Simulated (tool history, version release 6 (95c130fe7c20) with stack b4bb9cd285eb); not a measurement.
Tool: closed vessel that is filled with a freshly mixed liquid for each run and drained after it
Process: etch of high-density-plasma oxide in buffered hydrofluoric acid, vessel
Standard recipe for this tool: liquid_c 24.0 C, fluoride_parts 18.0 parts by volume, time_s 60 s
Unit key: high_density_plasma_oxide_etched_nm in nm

run,day,liquid_c,fluoride_parts,time_s,wafers since the last listed run,hours since the thermometer was replaced,hours since the hydrofluoric acid flow meter was replaced,hours since the gauge calibration,"read-back film thickness of the high-density-plasma oxide reference wafer, read on the same gauge (nm)",high_density_plasma_oxide_etched_nm
1,0.000,21.5,18.0,60,0,1630.1,228.4,415.7,149.99,37.68
2,1.838,21.5,18.0,60,3818,1674.2,272.5,459.8,150.02,37.56
3,3.800,21.5,18.0,60,4078,1721.3,319.6,506.9,149.99,38.22
4,5.988,24.0,18.0,60,4545,1773.8,372.1,559.4,149.98,43.33
5,7.875,24.0,18.0,60,3922,1819.1,417.4,604.7,150.02,43.56
6,9.067,24.0,18.0,50,2476,1847.7,446.0,633.3,150.02,36.26
7,10.158,24.0,18.0,50,2268,1873.9,472.2,659.5,149.99,36.51
8,12.746,24.0,18.0,50,5376,1936.0,534.3,721.6,150.00,36.28
9,15.367,24.0,18.0,60,5446,1998.9,597.2,784.5,150.00,43.27
10,17.212,24.0,18.0,60,3835,2043.2,641.5,828.8,149.99,43.84
# day 21.821: thermometer replaced
# day 23.404: gauge calibrated
11,25.738,24.0,18.0,60,17628,94.0,846.1,56.0,149.99,43.68
# day 27.425: hydrofluoric acid flow meter replaced
12,28.446,24.0,18.0,60,5541,159.0,24.5,121.0,150.01,43.56
13,30.867,24.0,18.0,60,5030,217.1,82.6,179.1,149.99,43.33
14,33.796,24.0,18.0,45,6086,287.4,152.9,249.4,150.00,32.85
15,34.950,24.0,18.0,60,2398,315.1,180.6,277.1,150.02,44.21
16,36.688,24.0,18.0,80,3610,356.8,222.3,318.8,149.99,58.48
17,38.583,22.0,14.5,90,3939,402.3,267.8,364.3,150.00,73.11
18,41.200,24.0,18.0,60,5437,465.1,330.6,427.1,150.00,42.90
19,43.733,19.5,11.0,75,5264,525.9,391.4,487.9,150.00,69.28
20,45.567,24.0,18.0,85,3809,569.9,435.4,531.9,150.00,61.82
21,46.992,24.0,18.0,30,2961,604.1,469.6,566.1,149.98,21.86
22,49.708,24.0,18.0,60,5645,669.3,534.8,631.3,150.01,43.47
23,50.796,19.5,14.0,85,2259,695.4,560.9,657.4,149.99,61.57
24,53.175,24.0,18.0,60,4944,752.5,618.0,714.5,150.00,43.97
25,55.004,24.0,22.0,60,3801,796.4,661.9,758.4,149.99,36.93
26,57.792,24.0,15.5,60,5792,863.3,728.8,825.3,150.02,50.69

What if the next run were any one of these 3? Each begins from the tool's condition after run 26:
A,57.821,24.0,18.0,60,60,864.0,729.5,826.0,?,?
B,57.821,24.0,18.0,35,60,864.0,729.5,826.0,?,?
C,57.821,26.0,18.0,60,60,864.0,729.5,826.0,?,?

run,"read-back film thickness of the high-density-plasma oxide reference wafer, read on the same gauge (nm)",high_density_plasma_oxide_etched_nm
A,150.01,43.77
B,150.01,25.53
C,150.01,48.80
Without the tool's unlogged condition, the same runs would have read:
run,high_density_plasma_oxide_etched_nm
A,43.77
B,25.53
C,48.80
